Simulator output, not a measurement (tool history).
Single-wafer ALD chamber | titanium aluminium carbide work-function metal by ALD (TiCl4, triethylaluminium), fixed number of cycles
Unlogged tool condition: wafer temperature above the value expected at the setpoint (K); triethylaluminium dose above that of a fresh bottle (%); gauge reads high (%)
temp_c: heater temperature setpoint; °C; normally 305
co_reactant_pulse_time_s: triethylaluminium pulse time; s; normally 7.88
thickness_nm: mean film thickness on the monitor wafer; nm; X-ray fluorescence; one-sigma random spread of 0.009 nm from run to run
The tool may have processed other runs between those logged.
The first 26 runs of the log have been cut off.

run	hour	temp_c	co_reactant_pulse_time_s	wafers since the last listed run	hours since the last thermocouple change	hours since the last triethylaluminium bottle change	hours since the showerhead was replaced	hours since the gauge calibration	read-back reference wafer on the same gauge, thickness_nm	thickness_nm
# hour 1978.3: showerhead replaced
27	2006.5	305	10.17	726	461.3	828.3	28.2	1221.9	2.209	2.017
# hour 2034.1: triethylaluminium bottle replaced
28	2104.2	314	9.94	1239	559	70.1	125.9	1319.6	2.207	2.116
29	2156.5	316	10.36	722	611.3	122.4	178.2	1371.9	2.21	2.176
30	2239.6	305	7.88	1148	694.4	205.5	261.3	1455	2.207	1.977
31	2279.5	298	5.77	551	734.3	245.4	301.2	1494.9	2.213	1.829
32	2381.4	298	6.97	1407	836.2	347.3	403.1	1596.8	2.206	1.892
33	2471	310	5.54	1237	925.8	436.9	492.7	1686.4	2.21	1.886
34	2516	316	6.22	621	970.8	481.9	537.7	1731.4	2.21	1.99

Alternative continuations, all from the tool just after run 34; predict every row:
A	2516.4	292	7.88	5	971.2	482.3	538.1	1731.8	?	?
B	2516.4	297	10.64	5	971.2	482.3	538.1	1731.8	?	?
C	2516.4	309	10.86	5	971.2	482.3	538.1	1731.8	?	?

run	read-back reference wafer on the same gauge, thickness_nm	thickness_nm
A	2.216	1.875
B	2.216	1.997
C	2.216	2.111
With no hidden state in the tool, these same runs would have given:
run	thickness_nm
A	1.901
B	2.014
C	2.129
